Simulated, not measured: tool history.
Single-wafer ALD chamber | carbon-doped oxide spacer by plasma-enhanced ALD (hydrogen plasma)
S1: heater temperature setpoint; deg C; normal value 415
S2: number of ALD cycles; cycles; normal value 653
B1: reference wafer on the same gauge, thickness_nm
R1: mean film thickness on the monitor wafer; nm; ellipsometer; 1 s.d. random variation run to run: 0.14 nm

run 1 hour=0.0 | S1=415 S2=653 | B1=32.094 | R1=34.103
run 2 hour=47.0 | S1=415 S2=653 | B1=32.060 | R1=34.102
run 3 hour=135.1 | S1=415 S2=653 | B1=32.095 | R1=33.885
run 4 hour=202.8 | S1=415 S2=653 | B1=32.084 | R1=34.168
run 5 hour=309.8 | S1=415 S2=653 | B1=32.094 | R1=34.095
run 6 hour=539.2 | S1=420 S2=653 | B1=32.082 | R1=33.318
run 7 hour=610.5 | S1=420 S2=653 | B1=32.108 | R1=33.410
run 8 hour=676.0 | S1=420 S2=653 | B1=32.110 | R1=33.550
run 9 hour=938.9 | S1=423 S2=653 | B1=32.076 | R1=32.927
run 10 hour=1036.8 | S1=415 S2=653 | B1=32.099 | R1=34.181
run 11 hour=1132.4 | S1=415 S2=653 | B1=32.096 | R1=34.079
run 12 hour=1293.2 | S1=415 S2=653 | B1=32.172 | R1=34.055
run 13 hour=1365.9 | S1=415 S2=653 | B1=32.108 | R1=34.061
run 14 hour=1457.3 | S1=415 S2=653 | B1=32.043 | R1=33.944
run 15 hour=1554.2 | S1=422 S2=563 | B1=32.117 | R1=28.453
run 16 hour=1599.1 | S1=419 S2=577 | B1=32.103 | R1=29.831
run 17 hour=1668.7 | S1=410 S2=763 | B1=32.096 | R1=40.436
run 18 hour=1738.2 | S1=409 S2=701 | B1=32.028 | R1=37.406
run 19 hour=2017.1 | S1=420 S2=653 | B1=32.078 | R1=33.335
run 20 hour=2071.3 | S1=415 S2=653 | B1=32.081 | R1=34.101
run 21 hour=2156.9 | S1=426 S2=755 | B1=32.133 | R1=37.431
run 22 hour=2217.1 | S1=408 S2=722 | B1=32.099 | R1=38.460
run 23 hour=2319.2 | S1=426 S2=720 | B1=32.105 | R1=36.133
run 24 hour=2583.8 | S1=410 S2=733 | B1=32.069 | R1=38.724
run 25 hour=2775.6 | S1=430 S2=653 | B1=32.137 | R1=32.149
run 26 hour=2976.9 | S1=415 S2=702 | B1=32.117 | R1=36.734
run 27 hour=3082.4 | S1=415 S2=653 | B1=32.136 | R1=34.035
run 28 hour=3186.8 | S1=415 S2=739 | B1=32.127 | R1=38.508
run 29 hour=3260.8 | S1=429 S2=535 | B1=32.120 | R1=26.538
run 30 hour=3352.9 | S1=422 S2=653 | B1=32.147 | R1=33.428
run 31 hour=3389.1 | S1=421 S2=745 | B1=32.078 | R1=37.926

Missing from the log above: 2 entries noted between runs. For each, name the pair of listed runs it sits between and say how the tool's hidden condition differs from the listed run just before to the listed run just after:
Logged between run 18 and run 19: gauge calibrated (hour 1770.2); thermocouple changed; heater temperature recalibrated (hour 1909.8)
  both runs share identical hidden conditions

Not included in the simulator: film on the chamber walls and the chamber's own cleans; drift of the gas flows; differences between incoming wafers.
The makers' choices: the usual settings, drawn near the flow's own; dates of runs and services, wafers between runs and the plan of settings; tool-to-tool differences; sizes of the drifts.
